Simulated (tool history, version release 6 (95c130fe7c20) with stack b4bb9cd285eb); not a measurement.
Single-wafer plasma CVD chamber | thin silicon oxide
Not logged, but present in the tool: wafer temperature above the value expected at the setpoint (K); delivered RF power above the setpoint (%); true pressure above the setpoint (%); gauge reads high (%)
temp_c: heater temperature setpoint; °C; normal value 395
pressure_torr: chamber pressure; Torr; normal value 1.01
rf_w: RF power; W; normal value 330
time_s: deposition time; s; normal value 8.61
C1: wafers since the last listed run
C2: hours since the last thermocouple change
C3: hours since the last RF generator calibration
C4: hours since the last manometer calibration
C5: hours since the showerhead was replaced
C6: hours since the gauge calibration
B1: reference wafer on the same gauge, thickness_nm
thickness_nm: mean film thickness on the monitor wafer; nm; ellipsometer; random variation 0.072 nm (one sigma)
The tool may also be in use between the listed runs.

{"run": 1, "day": 0.0, "temp_c": 395, "pressure_torr": 1.01, "rf_w": 330, "time_s": 8.61, "C1": 0, "C2": 1992.2, "C3": 1670.3, "C4": 1298.1, "C5": 3963, "C6": 550.3, "B1": 22.278, "thickness_nm": 19.401}
{"run": 2, "day": 0.921, "temp_c": 395, "pressure_torr": 1.01, "rf_w": 330, "time_s": 8.61, "C1": 593, "C2": 2014.3, "C3": 1692.4, "C4": 1320.2, "C5": 3985.1, "C6": 572.4, "B1": 22.339, "thickness_nm": 19.434}
{"run": 3, "day": 1.633, "temp_c": 395, "pressure_torr": 1.01, "rf_w": 330, "time_s": 8.61, "C1": 459, "C2": 2031.4, "C3": 1709.5, "C4": 1337.3, "C5": 4002.2, "C6": 589.5, "B1": 22.284, "thickness_nm": 19.48}
{"run": 4, "day": 2.692, "temp_c": 395, "pressure_torr": 1.01, "rf_w": 330, "time_s": 8.61, "C1": 682, "C2": 2056.8, "C3": 1734.9, "C4": 1362.7, "C5": 4027.6, "C6": 614.9, "B1": 22.324, "thickness_nm": 19.449}
{"run": 5, "day": 4.188, "temp_c": 403, "pressure_torr": 1.01, "rf_w": 330, "time_s": 8.61, "C1": 964, "C2": 2092.7, "C3": 1770.8, "C4": 1398.6, "C5": 4063.5, "C6": 650.8, "B1": 22.305, "thickness_nm": 19.421}
{"run": 6, "day": 5.675, "temp_c": 395, "pressure_torr": 0.81, "rf_w": 330, "time_s": 9.18, "C1": 959, "C2": 2128.4, "C3": 1806.5, "C4": 1434.3, "C5": 4099.2, "C6": 686.5, "B1": 22.315, "thickness_nm": 18.56}
{"run": 7, "day": 6.708, "temp_c": 395, "pressure_torr": 1.01, "rf_w": 330, "time_s": 8.61, "C1": 666, "C2": 2153.2, "C3": 1831.3, "C4": 1459.1, "C5": 4124, "C6": 711.3, "B1": 22.359, "thickness_nm": 19.392}
{"run": 8, "day": 7.354, "temp_c": 395, "pressure_torr": 1.01, "rf_w": 330, "time_s": 8.61, "C1": 416, "C2": 2168.7, "C3": 1846.8, "C4": 1474.6, "C5": 4139.5, "C6": 726.8, "B1": 22.306, "thickness_nm": 19.359}
{"run": 9, "day": 8.325, "temp_c": 395, "pressure_torr": 1.01, "rf_w": 330, "time_s": 8.61, "C1": 626, "C2": 2192, "C3": 1870.1, "C4": 1497.9, "C5": 4162.8, "C6": 750.1, "B1": 22.301, "thickness_nm": 19.415}
{"run": 10, "day": 9.654, "temp_c": 395, "pressure_torr": 1.01, "rf_w": 315, "time_s": 8.61, "C1": 857, "C2": 2223.9, "C3": 1902, "C4": 1529.8, "C5": 4194.7, "C6": 782, "B1": 22.337, "thickness_nm": 18.895}
{"run": 11, "day": 10.683, "temp_c": 395, "pressure_torr": 0.94, "rf_w": 330, "time_s": 8.61, "C1": 663, "C2": 2248.6, "C3": 1926.7, "C4": 1554.5, "C5": 4219.4, "C6": 806.7, "B1": 22.294, "thickness_nm": 18.763}
{"day": 11.696, "done": "gauge calibrated"}
{"run": 12, "day": 11.846, "temp_c": 395, "pressure_torr": 1.01, "rf_w": 330, "time_s": 8.61, "C1": 749, "C2": 2276.5, "C3": 1954.6, "C4": 1582.4, "C5": 4247.3, "C6": 3.6, "B1": 22.325, "thickness_nm": 19.418}
{"day": 12.3, "done": "RF generator calibrated"}
{"run": 13, "day": 12.517, "temp_c": 395, "pressure_torr": 1.01, "rf_w": 330, "time_s": 8.61, "C1": 217, "C2": 2292.6, "C3": 5.2, "C4": 1598.5, "C5": 4263.4, "C6": 19.7, "B1": 22.302, "thickness_nm": 19.394}
{"run": 14, "day": 13.392, "temp_c": 395, "pressure_torr": 1.01, "rf_w": 330, "time_s": 8.61, "C1": 564, "C2": 2313.6, "C3": 26.2, "C4": 1619.5, "C5": 4284.4, "C6": 40.7, "B1": 22.324, "thickness_nm": 19.373}
{"run": 15, "day": 14.417, "temp_c": 403, "pressure_torr": 0.78, "rf_w": 330, "time_s": 9.51, "C1": 661, "C2": 2338.2, "C3": 50.8, "C4": 1644.1, "C5": 4309, "C6": 65.3, "B1": 22.307, "thickness_nm": 18.844}
{"run": 16, "day": 15.596, "temp_c": 395, "pressure_torr": 1.01, "rf_w": 330, "time_s": 9.63, "C1": 760, "C2": 2366.5, "C3": 79.1, "C4": 1672.4, "C5": 4337.3, "C6": 93.6, "B1": 22.27, "thickness_nm": 21.687}
{"day": 16.35, "done": "thermocouple changed; heater temperature recalibrated"}
{"run": 17, "day": 16.75, "temp_c": 395, "pressure_torr": 1.01, "rf_w": 330, "time_s": 8.61, "C1": 529, "C2": 9.6, "C3": 106.8, "C4": 1700.1, "C5": 4365, "C6": 121.3, "B1": 22.338, "thickness_nm": 19.445}
{"run": 18, "day": 17.892, "temp_c": 395, "pressure_torr": 1.01, "rf_w": 330, "time_s": 8.61, "C1": 736, "C2": 37, "C3": 134.2, "C4": 1727.5, "C5": 4392.4, "C6": 148.7, "B1": 22.337, "thickness_nm": 19.458}
{"day": 18.308, "done": "capacitance manometer re-zeroed and calibrated"}
{"run": 19, "day": 18.729, "temp_c": 395, "pressure_torr": 1.22, "rf_w": 330, "time_s": 8.61, "C1": 325, "C2": 57.1, "C3": 154.3, "C4": 10.1, "C5": 4412.5, "C6": 168.8, "B1": 22.317, "thickness_nm": 21.8}
{"day": 19.971, "done": "showerhead replaced, of another model than before"}
{"run": 20, "day": 20.038, "temp_c": 395, "pressure_torr": 1.01, "rf_w": 330, "time_s": 10.33, "C1": 628, "C2": 88.5, "C3": 185.7, "C4": 41.5, "C5": 1.6, "C6": 200.2, "B1": 22.302, "thickness_nm": 24.11}
{"run": 21, "day": 20.679, "temp_c": 395, "pressure_torr": 1.01, "rf_w": 330, "time_s": 8.61, "C1": 413, "C2": 103.9, "C3": 201.1, "C4": 56.9, "C5": 17, "C6": 215.6, "B1": 22.241, "thickness_nm": 20.214}
{"run": 22, "day": 21.212, "temp_c": 395, "pressure_torr": 1.01, "rf_w": 330, "time_s": 8.61, "C1": 343, "C2": 116.7, "C3": 213.9, "C4": 69.7, "C5": 29.8, "C6": 228.4, "B1": 22.344, "thickness_nm": 20.081}
{"run": 23, "day": 22.383, "temp_c": 395, "pressure_torr": 0.92, "rf_w": 330, "time_s": 10.15, "C1": 755, "C2": 144.8, "C3": 242, "C4": 97.8, "C5": 57.9, "C6": 256.5, "B1": 22.322, "thickness_nm": 22.941}
{"run": 24, "day": 23.392, "temp_c": 395, "pressure_torr": 0.76, "rf_w": 305, "time_s": 8.61, "C1": 650, "C2": 169, "C3": 266.2, "C4": 122, "C5": 82.1, "C6": 280.7, "B1": 22.32, "thickness_nm": 17.799}
{"run": 25, "day": 24.542, "temp_c": 395, "pressure_torr": 0.83, "rf_w": 330, "time_s": 9.69, "C1": 741, "C2": 196.6, "C3": 293.8, "C4": 149.6, "C5": 109.7, "C6": 308.3, "B1": 22.306, "thickness_nm": 21.143}
{"run": 26, "day": 25.538, "temp_c": 391, "pressure_torr": 1.08, "rf_w": 365, "time_s": 10.06, "C1": 642, "C2": 220.5, "C3": 317.7, "C4": 173.5, "C5": 133.6, "C6": 332.2, "B1": 22.274, "thickness_nm": 24.897}
{"run": 27, "day": 26.808, "temp_c": 409, "pressure_torr": 1.14, "rf_w": 290, "time_s": 6.92, "C1": 819, "C2": 251, "C3": 348.2, "C4": 204, "C5": 164.1, "C6": 362.7, "B1": 22.316, "thickness_nm": 15.892}
{"run": 28, "day": 27.45, "temp_c": 395, "pressure_torr": 1.14, "rf_w": 330, "time_s": 9.22, "C1": 413, "C2": 266.4, "C3": 363.6, "C4": 219.4, "C5": 179.5, "C6": 378.1, "B1": 22.318, "thickness_nm": 22.3}

Consider 4 possible next runs. They are alternatives, not a sequence: every one starts from the tool as it was left by run 28. What does each give?
{"run": "A", "day": 27.467, "temp_c": 395, "pressure_torr": 1.01, "rf_w": 330, "time_s": 8.61, "C1": 10, "C2": 266.8, "C3": 364, "C4": 219.8, "C5": 179.9, "C6": 378.5, "B1": "?", "thickness_nm": "?"}
{"run": "B", "day": 27.467, "temp_c": 395, "pressure_torr": 1.12, "rf_w": 375, "time_s": 8.61, "C1": 10, "C2": 266.8, "C3": 364, "C4": 219.8, "C5": 179.9, "C6": 378.5, "B1": "?", "thickness_nm": "?"}
{"run": "C", "day": 27.467, "temp_c": 387, "pressure_torr": 1.14, "rf_w": 355, "time_s": 7.13, "C1": 10, "C2": 266.8, "C3": 364, "C4": 219.8, "C5": 179.9, "C6": 378.5, "B1": "?", "thickness_nm": "?"}
{"run": "D", "day": 27.467, "temp_c": 401, "pressure_torr": 0.86, "rf_w": 365, "time_s": 8.61, "C1": 10, "C2": 266.8, "C3": 364, "C4": 219.8, "C5": 179.9, "C6": 378.5, "B1": "?", "thickness_nm": "?"}

run=A B1=22.28 thickness_nm=20.102
run=B B1=22.28 thickness_nm=21.68
run=C B1=22.28 thickness_nm=17.825
run=D B1=22.28 thickness_nm=19.64
Stripped of hidden state, with their random variation kept, the same runs would have yielded:
run=A thickness_nm=20.221
run=B thickness_nm=21.808
run=C thickness_nm=17.93
run=D thickness_nm=19.787

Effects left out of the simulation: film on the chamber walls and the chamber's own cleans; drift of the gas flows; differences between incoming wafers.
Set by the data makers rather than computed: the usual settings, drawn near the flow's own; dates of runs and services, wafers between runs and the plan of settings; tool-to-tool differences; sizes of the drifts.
